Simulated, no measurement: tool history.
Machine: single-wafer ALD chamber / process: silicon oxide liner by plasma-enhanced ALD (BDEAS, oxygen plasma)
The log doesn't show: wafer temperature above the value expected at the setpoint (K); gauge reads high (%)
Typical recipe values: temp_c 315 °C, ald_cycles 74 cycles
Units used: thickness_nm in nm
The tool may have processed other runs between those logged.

run	hour	temp_c	ald_cycles	wafers since the last listed run	hours since the last thermocouple change	hours since the gauge calibration	read-back reference wafer on the same gauge, thickness_nm	thickness_nm
1	0.0	303	85	0	1221.4	952.7	8.142	8.057
# hour 4.2: gauge calibrated
2	25.7	303	85	111	1247.1	21.5	8.143	8.067
3	59.1	324	74	144	1280.5	54.9	8.140	6.821
4	91.9	315	74	142	1313.3	87.7	8.140	6.918
5	129.3	315	74	162	1350.7	125.1	8.137	6.888
6	195.4	315	71	286	1416.8	191.2	8.140	6.623
7	355.0	315	74	692	1576.4	350.8	8.143	6.892
8	545.0	315	74	824	1766.4	540.8	8.142	6.918
9	596.4	315	74	223	1817.8	592.2	8.136	6.920
10	646.4	315	74	217	1867.8	642.2	8.141	6.905
11	699.5	304	74	230	1920.9	695.3	8.140	6.971
12	754.1	304	74	237	1975.5	749.9	8.141	6.997
13	779.7	315	74	111	2001.1	775.5	8.144	6.914
14	835.4	309	88	241	2056.8	831.2	8.144	8.281
# hour 898.4: thermocouple changed; heater temperature recalibrated
15	903.2	322	68	259	4.8	899.0	8.140	6.274
16	958.7	321	74	240	60.3	954.5	8.142	6.821
# hour 996.6: gauge calibrated
17	996.9	308	70	165	98.5	0.3	8.140	6.571
18	1028.7	329	83	138	130.3	32.1	8.142	7.543
19	1099.8	315	88	308	201.4	103.2	8.139	8.191
20	1152.8	315	82	230	254.4	156.2	8.140	7.631
21	1182.1	315	65	127	283.7	185.5	8.137	6.071
22	1295.3	315	74	491	396.9	298.7	8.142	6.909
23	1350.5	315	74	239	452.1	353.9	8.140	6.886
24	1380.6	315	74	130	482.2	384.0	8.137	6.885
25	1408.9	319	82	122	510.5	412.3	8.142	7.583
26	1476.4	302	86	293	578.0	479.8	8.137	8.141
27	1518.1	328	66	181	619.7	521.5	8.140	6.048

Forecast each of these 5 alternatives for the next run:
A	1518.6	315	74	2	620.2	522.0	?	?
B	1518.6	322	74	2	620.2	522.0	?	?
C	1518.6	323	66	2	620.2	522.0	?	?
D	1518.6	319	78	2	620.2	522.0	?	?
E	1518.6	305	83	2	620.2	522.0	?	?

run	read-back reference wafer on the same gauge, thickness_nm	thickness_nm
A	8.142	6.896
B	8.142	6.827
C	8.142	6.080
D	8.142	7.227
E	8.142	7.845
What these runs would have given with no unlogged condition in the tool:
run	thickness_nm
A	6.896
B	6.827
C	6.080
D	7.227
E	7.845
